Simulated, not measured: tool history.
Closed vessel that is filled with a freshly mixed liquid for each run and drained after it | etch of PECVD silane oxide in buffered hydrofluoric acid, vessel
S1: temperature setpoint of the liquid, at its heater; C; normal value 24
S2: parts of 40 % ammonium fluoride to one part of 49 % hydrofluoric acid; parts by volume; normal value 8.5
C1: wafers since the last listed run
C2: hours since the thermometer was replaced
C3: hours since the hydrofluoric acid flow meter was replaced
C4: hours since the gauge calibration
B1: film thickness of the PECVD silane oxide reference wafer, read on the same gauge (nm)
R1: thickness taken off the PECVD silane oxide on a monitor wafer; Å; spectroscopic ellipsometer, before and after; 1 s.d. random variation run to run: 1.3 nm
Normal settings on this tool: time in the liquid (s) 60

{"run": 1, "hour": 0.0, "S1": 27.5, "S2": 8.5, "time in the liquid (s)": 60, "C1": 0, "C2": 1862.3, "C3": 1170.3, "C4": 810.8, "B1": 39.96, "R1": 3637.7}
{"run": 2, "hour": 24.3, "S1": 27.5, "S2": 8.5, "time in the liquid (s)": 60, "C1": 3535, "C2": 1886.6, "C3": 1194.6, "C4": 835.1, "B1": 39.98, "R1": 3650}
{"run": 3, "hour": 65.0, "S1": 24, "S2": 8.5, "time in the liquid (s)": 70, "C1": 5922, "C2": 1927.3, "C3": 1235.3, "C4": 875.8, "B1": 40.01, "R1": 3528.7}
{"run": 4, "hour": 93.0, "S1": 24, "S2": 8.5, "time in the liquid (s)": 70, "C1": 4074, "C2": 1955.3, "C3": 1263.3, "C4": 903.8, "B1": 39.99, "R1": 3558.3}
{"run": 5, "hour": 186.9, "S1": 24, "S2": 8.5, "time in the liquid (s)": 60, "C1": 13663, "C2": 2049.2, "C3": 1357.2, "C4": 997.7, "B1": 39.98, "R1": 3031.6}
{"run": 6, "hour": 208.5, "S1": 24, "S2": 8.5, "time in the liquid (s)": 60, "C1": 3143, "C2": 2070.8, "C3": 1378.8, "C4": 1019.3, "B1": 39.97, "R1": 3027.8}
{"run": 7, "hour": 236.8, "S1": 21.5, "S2": 8.5, "time in the liquid (s)": 60, "C1": 4118, "C2": 2099.1, "C3": 1407.1, "C4": 1047.6, "B1": 39.94, "R1": 2648.8}
{"run": 8, "hour": 259.4, "S1": 21.5, "S2": 8.5, "time in the liquid (s)": 60, "C1": 3288, "C2": 2121.7, "C3": 1429.7, "C4": 1070.2, "B1": 39.99, "R1": 2642.9}
{"run": 9, "hour": 277.2, "S1": 24, "S2": 8.5, "time in the liquid (s)": 60, "C1": 2590, "C2": 2139.5, "C3": 1447.5, "C4": 1088, "B1": 40.02, "R1": 3027.6}
{"run": 10, "hour": 296.8, "S1": 24, "S2": 8.5, "time in the liquid (s)": 60, "C1": 2852, "C2": 2159.1, "C3": 1467.1, "C4": 1107.6, "B1": 40, "R1": 3043.5}
{"run": 11, "hour": 332.1, "S1": 24, "S2": 8.5, "time in the liquid (s)": 60, "C1": 5136, "C2": 2194.4, "C3": 1502.4, "C4": 1142.9, "B1": 39.97, "R1": 3043.2}
{"run": 12, "hour": 357.2, "S1": 24, "S2": 8.5, "time in the liquid (s)": 60, "C1": 3652, "C2": 2219.5, "C3": 1527.5, "C4": 1168, "B1": 39.98, "R1": 3064.8}
{"hour": 361.2, "done": "hydrofluoric acid flow meter replaced"}
{"run": 13, "hour": 371.5, "S1": 24, "S2": 8.5, "time in the liquid (s)": 60, "C1": 1935, "C2": 2233.8, "C3": 10.3, "C4": 1182.3, "B1": 39.97, "R1": 3119}
{"run": 14, "hour": 388.2, "S1": 24, "S2": 8.5, "time in the liquid (s)": 60, "C1": 2430, "C2": 2250.5, "C3": 27, "C4": 1199, "B1": 40, "R1": 3091}
{"hour": 427.1, "done": "gauge calibrated"}
{"run": 15, "hour": 459.6, "S1": 24, "S2": 8.5, "time in the liquid (s)": 40, "C1": 10389, "C2": 2321.9, "C3": 98.4, "C4": 32.5, "B1": 40.05, "R1": 2083.3}
{"run": 16, "hour": 485.7, "S1": 28, "S2": 8.5, "time in the liquid (s)": 30, "C1": 3797, "C2": 2348, "C3": 124.5, "C4": 58.6, "B1": 40.01, "R1": 1934.7}
{"run": 17, "hour": 510.7, "S1": 24, "S2": 6.5, "time in the liquid (s)": 70, "C1": 3637, "C2": 2373, "C3": 149.5, "C4": 83.6, "B1": 39.99, "R1": 4746.2}
{"hour": 519.2, "done": "hydrofluoric acid flow meter replaced, repeated, since the last time left the tool worse"}
{"run": 18, "hour": 544.5, "S1": 27, "S2": 8.5, "time in the liquid (s)": 60, "C1": 4772, "C2": 2406.8, "C3": 25.3, "C4": 117.4, "B1": 40, "R1": 3468.7}
{"run": 19, "hour": 577.2, "S1": 24, "S2": 8.5, "time in the liquid (s)": 60, "C1": 4758, "C2": 2439.5, "C3": 58, "C4": 150.1, "B1": 40.06, "R1": 2945.3}
{"run": 20, "hour": 594.4, "S1": 20.5, "S2": 5, "time in the liquid (s)": 90, "C1": 2502, "C2": 2456.7, "C3": 75.2, "C4": 167.3, "B1": 40.02, "R1": 5935.9}
{"hour": 596.6, "done": "thermometer replaced"}
{"run": 21, "hour": 630.3, "S1": 19.5, "S2": 10, "time in the liquid (s)": 75, "C1": 5078, "C2": 33.7, "C3": 111.1, "C4": 203.2, "B1": 40, "R1": 2504.7}
{"run": 22, "hour": 647.2, "S1": 22.5, "S2": 8.5, "time in the liquid (s)": 60, "C1": 2459, "C2": 50.6, "C3": 128, "C4": 220.1, "B1": 40, "R1": 2713.9}
{"run": 23, "hour": 665.5, "S1": 24, "S2": 8.5, "time in the liquid (s)": 90, "C1": 2662, "C2": 68.9, "C3": 146.3, "C4": 238.4, "B1": 40, "R1": 4431.2}
{"run": 24, "hour": 695.9, "S1": 24, "S2": 8.5, "time in the liquid (s)": 60, "C1": 4423, "C2": 99.3, "C3": 176.7, "C4": 268.8, "B1": 40.01, "R1": 2948.4}
{"run": 25, "hour": 714.4, "S1": 27, "S2": 8.5, "time in the liquid (s)": 60, "C1": 2692, "C2": 117.8, "C3": 195.2, "C4": 287.3, "B1": 39.96, "R1": 3471}
{"run": 26, "hour": 746.1, "S1": 24, "S2": 8.5, "time in the liquid (s)": 60, "C1": 4612, "C2": 149.5, "C3": 226.9, "C4": 319, "B1": 39.98, "R1": 2949.8}
{"run": 27, "hour": 761.4, "S1": 24, "S2": 8.5, "time in the liquid (s)": 60, "C1": 2226, "C2": 164.8, "C3": 242.2, "C4": 334.3, "B1": 40, "R1": 2940.4}
{"run": 28, "hour": 794.6, "S1": 24, "S2": 8.5, "time in the liquid (s)": 60, "C1": 4831, "C2": 198, "C3": 275.4, "C4": 367.5, "B1": 39.99, "R1": 2961.8}
{"run": 29, "hour": 807.0, "S1": 28.5, "S2": 10.5, "time in the liquid (s)": 85, "C1": 1804, "C2": 210.4, "C3": 287.8, "C4": 379.9, "B1": 39.99, "R1": 4441.7}
{"run": 30, "hour": 836.3, "S1": 29, "S2": 10, "time in the liquid (s)": 80, "C1": 4263, "C2": 239.7, "C3": 317.1, "C4": 409.2, "B1": 39.96, "R1": 4522.2}
{"run": 31, "hour": 860.5, "S1": 24, "S2": 8.5, "time in the liquid (s)": 60, "C1": 3521, "C2": 263.9, "C3": 341.3, "C4": 433.4, "B1": 39.96, "R1": 2959.8}
{"run": 32, "hour": 884.4, "S1": 24, "S2": 10, "time in the liquid (s)": 60, "C1": 3477, "C2": 287.8, "C3": 365.2, "C4": 457.3, "B1": 39.96, "R1": 2595.2}
{"run": 33, "hour": 905.3, "S1": 24, "S2": 10.5, "time in the liquid (s)": 60, "C1": 3041, "C2": 308.7, "C3": 386.1, "C4": 478.2, "B1": 39.94, "R1": 2484.3}

For each run, what was the tool's unlogged condition?
liquid colder than its thermometer reads (K): 0 at every run
gauge reads high (%): 0 at every run
H1: hydrofluoric acid flow above the setpoint (%)
run=1 H1=2.73
run=2 H1=2.78
run=3 H1=2.87
run=4 H1=2.92
run=5 H1=3.12
run=6 H1=3.16
run=7 H1=3.22
run=8 H1=3.27
run=9 H1=3.3
run=10 H1=3.34
run=11 H1=3.42
run=12 H1=3.47
run=13 H1=5.34
run=14 H1=5.37
run=15 H1=5.52
run=16 H1=5.57
run=17 H1=5.62
run=18 H1=0.106
run=19 H1=0.173
run=20 H1=0.208
run=21 H1=0.282
run=22 H1=0.317
run=23 H1=0.355
run=24 H1=0.418
run=25 H1=0.456
run=26 H1=0.521
run=27 H1=0.553
run=28 H1=0.621
run=29 H1=0.647
run=30 H1=0.707
run=31 H1=0.757
run=32 H1=0.806
run=33 H1=0.849
